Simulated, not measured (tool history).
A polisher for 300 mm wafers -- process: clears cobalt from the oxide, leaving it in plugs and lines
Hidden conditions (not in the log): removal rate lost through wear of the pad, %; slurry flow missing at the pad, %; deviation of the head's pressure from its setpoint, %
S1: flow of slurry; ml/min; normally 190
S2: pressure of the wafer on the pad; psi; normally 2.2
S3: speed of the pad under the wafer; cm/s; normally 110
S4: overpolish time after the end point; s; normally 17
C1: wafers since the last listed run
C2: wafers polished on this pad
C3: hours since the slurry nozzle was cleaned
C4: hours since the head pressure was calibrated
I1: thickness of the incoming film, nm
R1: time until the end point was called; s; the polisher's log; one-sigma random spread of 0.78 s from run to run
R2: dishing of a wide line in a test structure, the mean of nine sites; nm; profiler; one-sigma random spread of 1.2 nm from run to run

| run | hour | S1 | S2 | S3 | S4 | C1 | C2 | C3 | C4 | I1 | R1 | R2 |
|---|---|---|---|---|---|---|---|---|---|---|---|---|
| 1 | 0.0 | 190 | 2.2 | 110 | 17 | 0 | 342 | 268.4 | 728.4 | 253.9 | 41.6 | 63.8 |
|  | 10.9 | slurry nozzle cleaned |
| 2 | 33.7 | 190 | 2.2 | 110 | 17 | 349 | 692 | 22.8 | 762.1 | 249.3 | 40.8 | 62.5 |
| 3 | 56.4 | 190 | 2.2 | 110 | 17 | 242 | 935 | 45.5 | 784.8 | 249.6 | 42.3 | 61.2 |
| 4 | 87.8 | 190 | 2.2 | 110 | 17 | 335 | 1270 | 76.9 | 816.2 | 251.0 | 41.7 | 62.2 |
|  | 93.8 | worn pad replaced by a new one |
| 5 | 101.5 | 190 | 2.2 | 110 | 17 | 103 | 82 | 90.6 | 829.9 | 252.1 | 41.1 | 63.5 |
| 6 | 124.9 | 190 | 2.2 | 110 | 17 | 250 | 332 | 114.0 | 853.3 | 251.4 | 43.2 | 62.6 |
| 7 | 212.0 | 190 | 2.2 | 110 | 17 | 931 | 1263 | 201.1 | 940.4 | 249.5 | 39.5 | 62.1 |
|  | 229.7 | worn pad replaced by a new one |
| 8 | 230.2 | 190 | 2.2 | 110 | 17 | 151 | 5 | 219.3 | 958.6 | 253.6 | 41.7 | 60.4 |
| 9 | 240.9 | 190 | 2.2 | 110 | 17 | 114 | 119 | 230.0 | 969.3 | 254.3 | 43.4 | 62.0 |
|  | 252.1 | slurry nozzle cleaned |
| 10 | 261.5 | 190 | 1.6 | 110 | 17 | 209 | 329 | 9.4 | 989.9 | 254.3 | 58.4 | 53.0 |
| 11 | 283.1 | 190 | 1.6 | 110 | 17 | 230 | 560 | 31.0 | 1011.5 | 250.6 | 55.6 | 53.7 |
| 12 | 315.3 | 190 | 1.6 | 110 | 17 | 344 | 904 | 63.2 | 1043.7 | 249.2 | 55.7 | 54.4 |
| 13 | 342.4 | 190 | 2.2 | 110 | 17 | 289 | 1194 | 90.3 | 1070.8 | 249.2 | 40.5 | 60.2 |
| 14 | 355.4 | 190 | 2.2 | 76 | 10 | 138 | 1333 | 103.3 | 1083.8 | 252.4 | 57.4 | 37.3 |
|  | 386.3 | worn pad replaced by a new one |
| 15 | 386.8 | 190 | 2.2 | 86 | 10 | 292 | 5 | 134.7 | 1115.2 | 252.5 | 49.0 | 41.8 |
| 16 | 400.6 | 190 | 2.9 | 110 | 17 | 147 | 153 | 148.5 | 1129.0 | 246.0 | 30.9 | 71.7 |
| 17 | 422.0 | 190 | 2.2 | 110 | 21 | 228 | 382 | 169.9 | 1150.4 | 249.7 | 40.1 | 69.0 |
| 18 | 446.9 | 190 | 2.2 | 110 | 26 | 266 | 648 | 194.8 | 1175.3 | 247.8 | 42.0 | 73.0 |
|  | 474.9 | slurry nozzle cleaned |
| 19 | 475.4 | 210 | 2.2 | 110 | 17 | 293 | 942 | 0.5 | 1203.8 | 247.0 | 39.4 | 62.3 |
| 20 | 503.9 | 190 | 2.4 | 96 | 17 | 304 | 1246 | 29.0 | 1232.3 | 252.4 | 42.7 | 60.9 |
| 21 | 535.8 | 140 | 2.6 | 138 | 21 | 341 | 1588 | 60.9 | 1264.2 | 249.6 | 29.9 | 74.8 |
|  | 542.7 | worn pad replaced by a new one |
|  | 559.0 | head pressure recalibrated |
| 22 | 569.4 | 190 | 2.2 | 110 | 17 | 295 | 263 | 94.5 | 10.4 | 254.3 | 43.0 | 62.5 |
| 23 | 588.8 | 190 | 2.2 | 110 | 17 | 207 | 470 | 113.9 | 29.8 | 253.1 | 41.3 | 62.5 |
| 24 | 608.2 | 190 | 2.2 | 110 | 17 | 207 | 678 | 133.3 | 49.2 | 244.8 | 38.4 | 62.4 |
| 25 | 623.1 | 190 | 2.2 | 110 | 17 | 159 | 837 | 148.2 | 64.1 | 247.6 | 39.9 | 63.3 |
| 26 | 695.4 | 190 | 2.2 | 110 | 17 | 772 | 1610 | 220.5 | 136.4 | 255.0 | 43.1 | 65.0 |
|  | 700.0 | worn pad replaced by a new one |
| 27 | 708.6 | 140 | 2.2 | 110 | 17 | 98 | 91 | 233.7 | 149.6 | 248.5 | 42.6 | 61.1 |

For each run, what was the tool's unlogged condition?
removal rate lost through wear of the pad, %: 0, the same for each run
slurry flow missing at the pad, %: 0, the same for each run
deviation of the head's pressure from its setpoint, %: 0, the same for each run
